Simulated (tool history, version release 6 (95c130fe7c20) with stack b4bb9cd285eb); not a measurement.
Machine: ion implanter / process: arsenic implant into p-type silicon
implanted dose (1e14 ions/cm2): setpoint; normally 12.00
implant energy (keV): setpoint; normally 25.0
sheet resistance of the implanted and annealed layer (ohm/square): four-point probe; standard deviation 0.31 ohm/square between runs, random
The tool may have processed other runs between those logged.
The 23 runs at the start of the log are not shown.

run    hour  implanted dose (1e14 ions/cm2)  implant energy (keV)  wafers since the last listed run  hours since the last dose calibration  hours since the extraction supply was calibrated  hours since the gauge calibration  read-back reference wafer on the same gauge, sheet resistance  sheet resistance of the implanted and annealed layer (ohm/square)
 24  1257.4                            9.77                  25.0                              1070                                  672.4                                            3146.4                              136.3                                                          99.66                                                             125.31
 25  1298.6                            9.77                  25.0                               686                                  713.6                                            3187.6                              177.5                                                          99.54                                                             125.36
 26  1366.7                           12.93                  31.0                              1135                                  781.7                                            3255.7                              245.6                                                          99.26                                                             101.89
 27  1434.1                           14.81                  29.0                              1123                                  849.1                                            3323.1                              313.0                                                          98.98                                                              98.29
     1468.1  -- extraction supply calibrated
 28  1476.1                           13.50                  25.0                               566                                  891.1                                               8.0                              355.0                                                          98.92                                                             106.35
 29  1517.9                            9.11                  18.5                               696                                  932.9                                              49.8                              396.8                                                          98.78                                                             139.13
 30  1585.9                            8.42                  20.5                              1133                                 1000.9                                             117.8                              464.8                                                          98.55                                                             142.60
 31  1629.3                           13.82                  25.0                               723                                 1044.3                                             161.2                              508.2                                                          98.46                                                             105.66
 32  1669.7                            9.04                  29.0                               673                                 1084.7                                             201.6                              548.6                                                          98.38                                                             125.58
 33  1721.6                           14.15                  33.0                               865                                 1136.6                                             253.5                              600.5                                                          98.17                                                              94.81
 34  1792.9                           13.16                  18.5                              1188                                 1207.9                                             324.8                              671.8                                                          98.03                                                             117.69

Predict the results of run 35:
 35  1825.0                           13.50                  29.5                               535                                 1240.0                                             356.9                              703.9                                                              ?                                                                  ?

Logged for run 35: read-back reference wafer on the same gauge, sheet resistance 98.11, sheet resistance of the implanted and annealed layer (ohm/square) 100.41.
The same run, on a tool lacking any hidden state, would have yielded sheet resistance of the implanted and annealed layer (ohm/square) 102.40.
